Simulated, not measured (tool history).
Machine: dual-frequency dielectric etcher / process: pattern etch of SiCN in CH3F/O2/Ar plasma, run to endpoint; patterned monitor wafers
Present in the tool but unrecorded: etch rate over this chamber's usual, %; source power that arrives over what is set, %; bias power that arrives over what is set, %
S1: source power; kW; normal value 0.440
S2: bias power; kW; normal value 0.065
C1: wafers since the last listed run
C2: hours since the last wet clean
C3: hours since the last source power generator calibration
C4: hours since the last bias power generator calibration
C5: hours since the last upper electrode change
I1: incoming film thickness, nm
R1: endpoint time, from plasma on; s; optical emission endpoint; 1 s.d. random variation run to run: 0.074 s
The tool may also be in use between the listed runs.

run,day,S1,S2,C1,C2,C3,C4,C5,I1,R1
1,0.000,0.500,0.065,0,274.3,3449.2,2511.2,5725.2,9.07,25.1
2,0.608,0.440,0.065,155,288.9,3463.8,2525.8,5739.8,9.01,25.6
3,1.262,0.440,0.065,167,304.6,3479.5,2541.5,5755.5,8.97,25.5
# day 2.962: wet clean of the chamber
# day 2.992: bias power generator calibrated
4,3.012,0.440,0.065,183,1.2,3521.5,0.5,5797.5,9.04,24.9
5,3.029,0.370,0.061,4,1.6,3521.9,0.9,5797.9,8.99,26.2
6,3.042,0.370,0.061,3,1.9,3522.2,1.2,5798.2,8.99,26.1
7,3.438,0.440,0.065,101,11.4,3531.7,10.7,5807.7,9.00,24.8
8,4.008,0.440,0.065,145,25.1,3545.4,24.4,5821.4,9.08,24.9
9,4.271,0.440,0.065,67,31.4,3551.7,30.7,5827.7,8.90,24.7
# day 4.554: source power generator calibrated
10,4.575,0.440,0.053,35,38.7,0.5,38.0,5835.0,8.93,26.1
# day 5.725: upper electrode replaced
11,5.746,0.440,0.056,43,66.8,28.6,66.1,0.5,8.93,26.0
12,5.758,0.440,0.080,3,67.1,28.9,66.4,0.8,8.92,23.1
13,6.162,0.340,0.078,103,76.8,38.6,76.1,10.5,9.00,24.8
14,6.725,0.360,0.071,143,90.3,52.1,89.6,24.0,9.13,25.8
15,6.988,0.440,0.065,67,96.6,58.4,95.9,30.3,9.00,25.1
16,7.450,0.440,0.065,118,107.7,69.5,107.0,41.4,8.99,25.2
17,8.017,0.440,0.065,144,121.3,83.1,120.6,55.0,9.02,25.2
18,8.738,0.490,0.055,184,138.6,100.4,137.9,72.3,8.95,25.9

Below, some changes in R1 between adjacent runs. For each, the amount present without the hidden state too (settings, incoming material, random variation) and the amount remaining for the hidden state with gauge scatter not shared by both compared results:
Run 3 -> 4: wet clean of the chamber, bias power generator calibrated. R1 -0.6 s: hidden state -0.8, all else +0.2.
Run 11 -> 12: S2 0.056 -> 0.080. R1 -2.9 s: hidden state +0.0, all else -2.9.
